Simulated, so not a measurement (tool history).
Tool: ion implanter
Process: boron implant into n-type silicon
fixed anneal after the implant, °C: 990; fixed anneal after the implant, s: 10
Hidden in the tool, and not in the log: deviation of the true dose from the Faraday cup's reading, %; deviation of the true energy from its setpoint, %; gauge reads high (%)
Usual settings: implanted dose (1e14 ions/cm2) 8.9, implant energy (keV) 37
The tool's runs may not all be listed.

run	hour	implanted dose (1e14 ions/cm2)	implant energy (keV)	wafers since the last listed run	hours since the last dose calibration	hours since the extraction supply was calibrated	hours since the gauge calibration	read-back reference wafer on the same gauge, sheet resistance	sheet resistance of the implanted and annealed layer (ohm/square)
1	0	10.6	37	0	413.7	2729.5	284.6	155.96	120.03
2	33.4	10.6	37	735	447.1	2762.9	318	156	120.09
3	61.3	8.9	43.5	614	475	2790.8	345.9	156.04	136.94
4	83	8.9	43.5	477	496.7	2812.5	367.6	155.99	136.78
5	118.8	8.9	43.5	788	532.5	2848.3	403.4	155.89	136.35
# hour 214.7: gauge calibrated
6	221.1	7.54	37	2252	634.8	2950.6	6.4	156.03	156.74
7	257.1	7.54	37	792	670.8	2986.6	42.4	155.92	156.45
8	289	8.9	37	702	702.7	3018.5	74.3	155.96	136.64
# hour 305.4: extraction supply calibrated
9	305.9	8.9	37	195	719.6	0.5	91.2	155.99	136.71
10	341.1	8.9	37	775	754.8	35.7	126.4	156	136.28
11	368.8	8.9	37	609	782.5	63.4	154.1	156.02	136.12
12	383.8	8.9	37	330	797.5	78.4	169.1	156	136.23
13	396.8	8.9	45	286	810.5	91.4	182.1	155.99	135.96
14	415.7	10.81	31.5	416	829.4	110.3	201	156.03	117.58
15	442.8	8.05	28.5	596	856.5	137.4	228.1	156.07	149.16
16	496.3	8.9	37	1177	910	190.9	281.6	155.95	135.73
# hour 530.8: Faraday cup replaced and dose calibrated
17	531.3	8.9	37	594	0.5	225.9	316.6	156.01	137.98
18	560.7	8.9	44.5	647	29.9	255.3	346	156.04	137.67
19	588.4	8.07	25	609	57.6	283	373.7	155.93	152.52
20	611	7.47	29	497	80.2	305.6	396.3	155.97	160.88
21	636.2	6.74	46	554	105.4	330.8	421.5	156.05	171.55
22	662.2	8.9	37	572	131.4	356.8	447.5	156.04	137.8
23	674.7	8.9	37	275	143.9	369.3	460	156	138.08
24	703.6	8.9	37	636	172.8	398.2	488.9	156.1	138.11

4 ways to go on from here, each from the tool as it stands after run 24. What would each give?
A	704	8.9	37	8	173.2	398.6	489.3	?	?
B	704	10.04	42	8	173.2	398.6	489.3	?	?
C	704	7.77	44.5	8	173.2	398.6	489.3	?	?
D	704	11.24	26	8	173.2	398.6	489.3	?	?

run	read-back reference wafer on the same gauge, sheet resistance	sheet resistance of the implanted and annealed layer (ohm/square)
A	156.06	138.01
B	156.06	125.09
C	156.06	153.34
D	156.06	116.95
Without the tool's hidden state the same runs would have given:
run	sheet resistance of the implanted and annealed layer (ohm/square)
A	138.31
B	125.35
C	153.66
D	117.18

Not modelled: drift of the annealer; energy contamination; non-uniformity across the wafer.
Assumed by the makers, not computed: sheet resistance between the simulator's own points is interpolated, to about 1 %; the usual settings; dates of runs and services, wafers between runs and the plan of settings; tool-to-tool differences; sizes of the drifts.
